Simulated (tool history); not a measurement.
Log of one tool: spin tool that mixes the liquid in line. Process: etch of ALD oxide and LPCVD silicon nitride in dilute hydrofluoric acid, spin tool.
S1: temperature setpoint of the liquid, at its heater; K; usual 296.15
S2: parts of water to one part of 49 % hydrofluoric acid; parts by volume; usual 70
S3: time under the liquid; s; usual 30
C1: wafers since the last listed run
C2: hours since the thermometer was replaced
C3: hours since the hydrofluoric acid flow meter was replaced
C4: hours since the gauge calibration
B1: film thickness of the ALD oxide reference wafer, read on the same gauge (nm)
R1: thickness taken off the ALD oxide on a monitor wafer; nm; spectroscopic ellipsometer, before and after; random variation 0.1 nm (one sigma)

run	hour	S1	S2	S3	C1	C2	C3	C4	B1	R1
1	0.0	295.15	70	30	0	9.4	51.9	826.9	80.04	11.15
2	66.7	295.15	70	30	716	76.1	118.6	893.6	79.95	11.01
3	114.0	296.15	70	30	507	123.4	165.9	940.9	80.05	11.48
4	164.5	296.15	70	30	542	173.9	216.4	991.4	79.95	11.60
5	229.5	296.15	70	30	697	238.9	281.4	1056.4	79.98	11.63
6	263.5	296.15	70	30	364	272.9	315.4	1090.4	79.99	11.73
7	308.9	296.15	60	30	487	318.3	360.8	1135.8	79.98	13.80
8	379.5	296.15	60	30	757	388.9	431.4	1206.4	80.03	13.64
9	441.4	296.15	60	30	664	450.8	493.3	1268.3	79.99	14.06
# hour 496.3: thermometer replaced
10	583.2	292.65	70	30	1511	86.9	635.1	1410.1	79.98	10.38
11	640.2	296.15	70	30	611	143.9	692.1	1467.1	80.02	11.80
12	701.7	297.65	50	40	660	205.4	753.6	1528.6	79.98	24.32
13	739.9	296.15	70	35	410	243.6	791.8	1566.8	80.01	13.79
14	800.2	296.15	70	30	647	303.9	852.1	1627.1	80.00	11.70
# hour 829.1: hydrofluoric acid flow meter replaced
15	865.6	296.15	100	45	691	369.3	36.5	1692.5	80.00	11.77
# hour 941.1: gauge calibrated
# hour 987.9: thermometer replaced
16	988.8	296.15	70	30	1311	0.9	159.7	47.7	80.00	11.48
17	1044.2	298.15	45	20	594	56.3	215.1	103.1	79.98	13.43
18	1106.0	293.65	70	30	663	118.1	276.9	164.9	80.00	10.39
19	1147.9	298.15	70	30	449	160.0	318.8	206.8	79.98	12.62
20	1212.4	294.65	70	30	692	224.5	383.3	271.3	80.06	10.91
21	1265.4	299.15	55	30	568	277.5	436.3	324.3	80.03	17.05
22	1327.4	296.15	70	15	665	339.5	498.3	386.3	79.99	5.93
23	1373.8	296.15	70	40	498	385.9	544.7	432.7	80.07	15.86
24	1423.9	298.65	80	45	537	436.0	594.8	482.8	79.95	17.03
25	1492.6	296.15	70	25	737	504.7	663.5	551.5	80.02	9.80
26	1547.3	298.15	45	20	587	559.4	718.2	606.2	80.00	13.88

Hidden state or all else? Some run-to-run changes of R1, split into what the settings, what came in and random variation would give without the hidden state, and what is left for the hidden state (with any gauge scatter that isn't in both results):
The hidden state here: liquid colder than its thermometer reads (K); hydrofluoric acid flow above the setpoint (%); gauge reads high (%).
Run 11 -> 12: S1 296.15 -> 297.65, S2 70 -> 50, S3 30 -> 40. R1 +12.52 nm: hidden state +0.48, all else +12.04.
Run 14 -> 15: S2 70 -> 100, S3 30 -> 45, hydrofluoric acid flow meter replaced. R1 +0.07 nm: hidden state -0.45, all else +0.52.
Run 21 -> 22: S1 299.15 -> 296.15, S2 55 -> 70, S3 30 -> 15. R1 -11.12 nm: hidden state -0.23, all else -10.89.
